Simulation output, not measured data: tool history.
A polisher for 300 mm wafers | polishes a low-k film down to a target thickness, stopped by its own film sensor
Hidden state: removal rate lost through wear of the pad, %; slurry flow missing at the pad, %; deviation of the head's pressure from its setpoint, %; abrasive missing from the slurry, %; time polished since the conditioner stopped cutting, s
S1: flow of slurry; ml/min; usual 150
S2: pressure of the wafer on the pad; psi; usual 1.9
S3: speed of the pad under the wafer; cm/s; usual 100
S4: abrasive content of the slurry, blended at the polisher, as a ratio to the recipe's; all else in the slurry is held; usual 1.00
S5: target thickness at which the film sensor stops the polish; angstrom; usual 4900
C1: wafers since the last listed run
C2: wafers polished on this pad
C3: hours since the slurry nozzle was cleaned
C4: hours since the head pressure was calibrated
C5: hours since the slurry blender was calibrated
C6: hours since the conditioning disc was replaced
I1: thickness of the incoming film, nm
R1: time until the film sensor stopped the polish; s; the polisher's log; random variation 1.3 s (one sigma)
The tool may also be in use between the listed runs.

Run 1, hour 0.0: usual settings; C1 0; C2 614; C3 814.7; C4 42.0; C5 286.8; C6 189.9; I1 550.1. Result: R1 142.0 s.
At hour 67.4: slurry nozzle cleaned.
Run 2, hour 105.0: usual settings; C1 486; C2 1101; C3 37.6; C4 147.0; C5 391.8; C6 294.9; I1 542.3. Result: R1 128.5 s.
Run 3, hour 148.9: usual settings; C1 205; C2 1306; C3 81.5; C4 190.9; C5 435.7; C6 338.8; I1 550.4. Result: R1 152.9 s.
At hour 195.4: slurry blender recalibrated.
Run 4, hour 213.9: usual settings but S2 2.5 psi; C1 294; C2 1601; C3 146.5; C4 255.9; C5 18.5; C6 403.8; I1 545.6. Result: R1 103.1 s.
At hour 231.0: conditioning disc replaced and pad reconditioned.
Run 5, hour 275.8: usual settings; C1 280; C2 1882; C3 208.4; C4 317.8; C5 80.4; C6 44.8; I1 549.2. Result: R1 140.7 s.
Run 6, hour 333.8: usual settings; C1 271; C2 2153; C3 266.4; C4 375.8; C5 138.4; C6 102.8; I1 559.7. Result: R1 171.2 s.
At hour 358.2: worn pad replaced by a new one.
Run 7, hour 435.2: usual settings; C1 456; C2 360; C3 367.8; C4 477.2; C5 239.8; C6 204.2; I1 546.2. Result: R1 131.1 s.
At hour 519.7: head pressure recalibrated.
Run 8, hour 538.2: usual settings but S1 130 ml/min, S2 2.2 psi; C1 472; C2 833; C3 470.8; C4 18.5; C5 342.8; C6 307.2; I1 553.3. Result: R1 136.6 s.
Run 9, hour 636.3: usual settings but S3 72 cm/s; C1 459; C2 1292; C3 568.9; C4 116.6; C5 440.9; C6 405.3; I1 554.6. Result: R1 193.2 s.
At hour 655.9: conditioning disc replaced and pad reconditioned.
At hour 733.5: slurry blender recalibrated.
Run 10, hour 742.0: usual settings but S3 72 cm/s; C1 476; C2 1768; C3 674.6; C4 222.3; C5 8.5; C6 86.1; I1 554.5. Result: R1 186.9 s.
Run 11, hour 778.5: usual settings but S4 0.95, S5 4850 angstrom; C1 170; C2 1939; C3 711.1; C4 258.8; C5 45.0; C6 122.6; I1 541.5. Result: R1 139.9 s.
At hour 818.7: worn pad replaced by a new one.
At hour 830.6: slurry nozzle cleaned.
Run 12, hour 1094.8: usual settings but S1 185 ml/min; C1 1457; C2 1287; C3 264.2; C4 575.1; C5 361.3; C6 438.9; I1 545.6. Result: R1 133.3 s.
At hour 1120.0: conditioning disc replaced and pad reconditioned.
At hour 1174.9: head pressure recalibrated.
Run 13, hour 1186.1: usual settings but S5 4990 angstrom; C1 408; C2 1696; C3 355.5; C4 11.2; C5 452.6; C6 66.1; I1 550.1. Result: R1 133.5 s.
At hour 1239.2: slurry blender recalibrated.
At hour 1260.1: worn pad replaced by a new one.
Run 14, hour 1261.5: usual settings but S1 170 ml/min, S3 130 cm/s; C1 324; C2 6; C3 430.9; C4 86.6; C5 22.3; C6 141.5; I1 547.3. Result: R1 110.7 s.
Run 15, hour 1302.6: usual settings but S4 0.95, S5 4850 angstrom; C1 192; C2 198; C3 472.0; C4 127.7; C5 63.4; C6 182.6; I1 553.8. Result: R1 162.0 s.
Run 16, hour 1433.8: usual settings; C1 614; C2 813; C3 603.2; C4 258.9; C5 194.6; C6 313.8; I1 547.3. Result: R1 133.3 s.
Run 17, hour 1474.4: usual settings but S5 5040 angstrom; C1 190; C2 1003; C3 643.8; C4 299.5; C5 235.2; C6 354.4; I1 546.0. Result: R1 99.3 s.
Run 18, hour 1576.2: usual settings but S1 165 ml/min, S3 132 cm/s, S5 4980 angstrom; C1 476; C2 1479; C3 745.6; C4 401.3; C5 337.0; C6 456.2; I1 554.1. Result: R1 114.2 s.
At hour 1609.8: conditioning disc replaced and pad reconditioned.
Run 19, hour 1661.7: usual settings; C1 390; C2 1870; C3 831.1; C4 486.8; C5 422.5; C6 51.9; I1 550.1. Result: R1 152.8 s.
At hour 1671.2: slurry blender recalibrated.
At hour 1704.7: worn pad replaced by a new one.
At hour 1713.9: head pressure recalibrated.
At hour 1741.1: slurry nozzle cleaned.
Run 20, hour 1754.2: usual settings but S1 110 ml/min, S3 68 cm/s, S4 1.20; C1 390; C2 217; C3 13.1; C4 40.3; C5 83.0; C6 144.4; I1 554.9. Result: R1 179.1 s.
Run 21, hour 1823.9: usual settings but S1 120 ml/min, S2 2.3 psi, S5 4780 angstrom; C1 326; C2 543; C3 82.8; C4 110.0; C5 152.7; C6 214.1; I1 552.5. Result: R1 152.6 s.
Run 22, hour 1871.4: usual settings but S1 130 ml/min; C1 222; C2 766; C3 130.3; C4 157.5; C5 200.2; C6 261.6; I1 555.9. Result: R1 159.8 s.
Run 23, hour 1926.0: usual settings; C1 255; C2 1021; C3 184.9; C4 212.1; C5 254.8; C6 316.2; I1 556.0. Result: R1 154.6 s.

Forecast run 24:
Run 24, hour 2029.1: usual settings; C1 482; C2 1504; C3 288.0; C4 315.2; C5 357.9; C6 419.3; I1 560.9. Result: R1 ?.

{"run 24": {"R1": 177.4}}
Without the tool's hidden state the same run would have given R1 163.1 s.
